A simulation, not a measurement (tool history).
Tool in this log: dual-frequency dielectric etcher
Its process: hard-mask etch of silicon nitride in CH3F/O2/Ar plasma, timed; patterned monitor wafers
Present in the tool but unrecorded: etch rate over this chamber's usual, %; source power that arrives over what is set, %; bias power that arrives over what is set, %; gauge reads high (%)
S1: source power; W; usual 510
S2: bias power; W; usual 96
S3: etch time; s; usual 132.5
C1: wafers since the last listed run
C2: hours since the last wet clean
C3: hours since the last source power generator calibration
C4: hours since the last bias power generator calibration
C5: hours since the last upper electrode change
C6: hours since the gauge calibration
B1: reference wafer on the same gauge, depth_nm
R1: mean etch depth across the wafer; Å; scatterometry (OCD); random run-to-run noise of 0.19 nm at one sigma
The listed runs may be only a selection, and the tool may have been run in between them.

| run | hour | S1 | S2 | S3 | C1 | C2 | C3 | C4 | C5 | C6 | B1 | R1 |
|---|---|---|---|---|---|---|---|---|---|---|---|---|
| 1 | 0 | 510 | 96 | 132.5 | 0 | 8.9 | 3790.2 | 3194.4 | 3442.6 | 362.8 | 143 | 1233 |
| 2 | 6.5 | 510 | 96 | 132.5 | 60 | 15.4 | 3796.7 | 3200.9 | 3449.1 | 369.3 | 143 | 1232 |
|  | 11.1 | gauge calibrated |
| 3 | 14.8 | 510 | 96 | 132.5 | 77 | 23.7 | 3805 | 3209.2 | 3457.4 | 3.7 | 143 | 1232 |
|  | 40 | upper electrode replaced |
| 4 | 45.6 | 510 | 96 | 132.5 | 63 | 54.5 | 3835.8 | 3240 | 5.6 | 34.5 | 143 | 1231 |
| 5 | 55.3 | 510 | 96 | 132.5 | 90 | 64.2 | 3845.5 | 3249.7 | 15.3 | 44.2 | 143 | 1232 |
| 6 | 73.2 | 510 | 96 | 132.5 | 167 | 82.1 | 3863.4 | 3267.6 | 33.2 | 62.1 | 143 | 1235 |
| 7 | 84.6 | 510 | 96 | 132.5 | 106 | 93.5 | 3874.8 | 3279 | 44.6 | 73.5 | 143 | 1233 |
| 8 | 91.5 | 510 | 96 | 132.5 | 64 | 100.4 | 3881.7 | 3285.9 | 51.5 | 80.4 | 143 | 1234 |
| 9 | 108.7 | 510 | 78 | 132.5 | 161 | 117.6 | 3898.9 | 3303.1 | 68.7 | 97.6 | 143 | 1165 |
| 10 | 120.4 | 390 | 96 | 132.5 | 109 | 129.3 | 3910.6 | 3314.8 | 80.4 | 109.3 | 143 | 1131 |
| 11 | 135.6 | 510 | 96 | 157 | 142 | 144.5 | 3925.8 | 3330 | 95.6 | 124.5 | 143 | 1457 |
| 12 | 141.7 | 510 | 76 | 103 | 57 | 150.6 | 3931.9 | 3336.1 | 101.7 | 130.6 | 143 | 898 |
| 13 | 156.1 | 410 | 84 | 94 | 134 | 165 | 3946.3 | 3350.5 | 116.1 | 145 | 143 | 784 |
| 14 | 163 | 590 | 116 | 103 | 64 | 171.9 | 3953.2 | 3357.4 | 123 | 151.9 | 143 | 1058 |
| 15 | 175.9 | 380 | 96 | 132.5 | 120 | 184.8 | 3966.1 | 3370.3 | 135.9 | 164.8 | 143 | 1121 |
| 16 | 190.3 | 510 | 96 | 132.5 | 134 | 199.2 | 3980.5 | 3384.7 | 150.3 | 179.2 | 143 | 1232 |
|  | 199.8 | bias power generator calibrated |
| 17 | 200.6 | 640 | 96 | 132.5 | 58 | 209.5 | 3990.8 | 0.8 | 160.6 | 189.5 | 143 | 1326 |
| 18 | 208 | 380 | 96 | 132.5 | 69 | 216.9 | 3998.2 | 8.2 | 168 | 196.9 | 143 | 1122 |
| 19 | 238.2 | 510 | 96 | 132.5 | 282 | 247.1 | 4028.4 | 38.4 | 198.2 | 227.1 | 143 | 1230 |
| 20 | 245.8 | 510 | 96 | 132.5 | 71 | 254.7 | 4036 | 46 | 205.8 | 234.7 | 143 | 1231 |
| 21 | 254.5 | 510 | 96 | 132.5 | 81 | 263.4 | 4044.7 | 54.7 | 214.5 | 243.4 | 143 | 1225 |
|  | 269.7 | source power generator calibrated |
| 22 | 270.2 | 510 | 96 | 115.5 | 109 | 279.1 | 0.5 | 70.4 | 230.2 | 259.1 | 143 | 1070 |
| 23 | 319.1 | 440 | 77 | 170 | 457 | 328 | 49.4 | 119.3 | 279.1 | 308 | 143 | 1415 |
| 24 | 333.5 | 630 | 107 | 100 | 134 | 342.4 | 63.8 | 133.7 | 293.5 | 322.4 | 143 | 1022 |
| 25 | 345.5 | 410 | 73 | 105.5 | 112 | 354.4 | 75.8 | 145.7 | 305.5 | 334.4 | 143 | 849 |
| 26 | 359.3 | 590 | 85 | 170 | 129 | 368.2 | 89.6 | 159.5 | 319.3 | 348.2 | 143 | 1601 |
| 27 | 370.6 | 510 | 96 | 132.5 | 105 | 379.5 | 100.9 | 170.8 | 330.6 | 359.5 | 143 | 1222 |
| 28 | 404.9 | 390 | 83 | 144.5 | 321 | 413.8 | 135.2 | 205.1 | 364.9 | 393.8 | 143 | 1181 |
|  | 409.9 | gauge calibrated |
| 29 | 417.6 | 430 | 76 | 132.5 | 118 | 426.5 | 147.9 | 217.8 | 377.6 | 7.7 | 143 | 1088 |

5 ways to go on from here, each from the tool as it stands after run 29. What would each give?
| A | 418.1 | 510 | 77 | 132.5 | 4 | 427 | 148.4 | 218.3 | 378.1 | 8.2 | ? | ? |
| B | 418.1 | 600 | 78 | 170.5 | 4 | 427 | 148.4 | 218.3 | 378.1 | 8.2 | ? | ? |
| C | 418.1 | 440 | 96 | 158 | 4 | 427 | 148.4 | 218.3 | 378.1 | 8.2 | ? | ? |
| D | 418.1 | 620 | 114 | 94.5 | 4 | 427 | 148.4 | 218.3 | 378.1 | 8.2 | ? | ? |
| E | 418.1 | 510 | 75 | 104 | 4 | 427 | 148.4 | 218.3 | 378.1 | 8.2 | ? | ? |

| run | B1 | R1 |
|---|---|---|
| A | 143 | 1156 |
| B | 143 | 1575 |
| C | 143 | 1392 |
| D | 143 | 977 |
| E | 143 | 902 |
Had the tool no hidden state, the same runs would have come out as:
| run | R1 |
|---|---|
| A | 1170 |
| B | 1594 |
| C | 1409 |
| D | 989 |
| E | 912 |

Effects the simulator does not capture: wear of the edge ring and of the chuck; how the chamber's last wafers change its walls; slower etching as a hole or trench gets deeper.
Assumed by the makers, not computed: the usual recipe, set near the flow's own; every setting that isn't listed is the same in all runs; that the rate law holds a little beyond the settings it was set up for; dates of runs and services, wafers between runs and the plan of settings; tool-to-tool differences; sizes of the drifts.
